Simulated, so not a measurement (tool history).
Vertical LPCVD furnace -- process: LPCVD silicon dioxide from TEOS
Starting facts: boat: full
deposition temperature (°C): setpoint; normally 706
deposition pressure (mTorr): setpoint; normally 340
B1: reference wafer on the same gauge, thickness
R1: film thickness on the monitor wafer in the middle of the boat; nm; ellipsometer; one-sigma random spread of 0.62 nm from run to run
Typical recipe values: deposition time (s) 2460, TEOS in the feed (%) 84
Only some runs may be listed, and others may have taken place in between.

Run 1, hour 0.0: usual settings but deposition temperature (°C) 701; B1 437.02. Result: R1 400.46 nm.
Run 2, hour 11.6: usual settings but deposition temperature (°C) 701; B1 437.02. Result: R1 400.95 nm.
Run 3, hour 21.5: usual settings but deposition temperature (°C) 701; B1 436.93. Result: R1 400.84 nm.
Run 4, hour 34.4: usual settings but TEOS in the feed (%) 96; B1 437.02. Result: R1 481.03 nm.
Run 5, hour 52.8: usual settings; B1 436.94. Result: R1 449.32 nm.
Run 6, hour 64.0: usual settings; B1 437.16. Result: R1 450.41 nm.
Run 7, hour 70.8: usual settings; B1 436.90. Result: R1 450.42 nm.
At hour 95.0: pressure gauge zeroed.
At hour 115.0: thermocouples replaced and temperature profile calibrated.
Run 8, hour 115.5: usual settings; B1 437.02. Result: R1 412.39 nm.
Run 9, hour 120.0: usual settings; B1 436.96. Result: R1 412.97 nm.
Run 10, hour 124.4: usual settings; B1 436.91. Result: R1 413.37 nm.
Run 11, hour 128.9: usual settings but deposition temperature (°C) 702, deposition pressure (mTorr) 300, deposition time (s) 3360, TEOS in the feed (%) 77; B1 437.05. Result: R1 461.52 nm.
At hour 135.6: gauge calibrated.
At hour 149.5: TEOS flow controller replaced.
Run 12, hour 150.0: usual settings; B1 437.13. Result: R1 412.48 nm.
Run 13, hour 154.5: usual settings but deposition time (s) 3000, TEOS in the feed (%) 97; B1 437.15. Result: R1 540.04 nm.

Run 14, settings as shown, results not yet in. Your forecast:
Run 14, hour 159.0: usual settings but deposition temperature (°C) 695, deposition pressure (mTorr) 390, deposition time (s) 1950, TEOS in the feed (%) 75; B1 ?. Result: R1 ?.

{"run 14": {"B1": 437.0, "R1": 256.17}}
Minus the tool's unlogged condition, the same run would have read R1 255.21 nm.
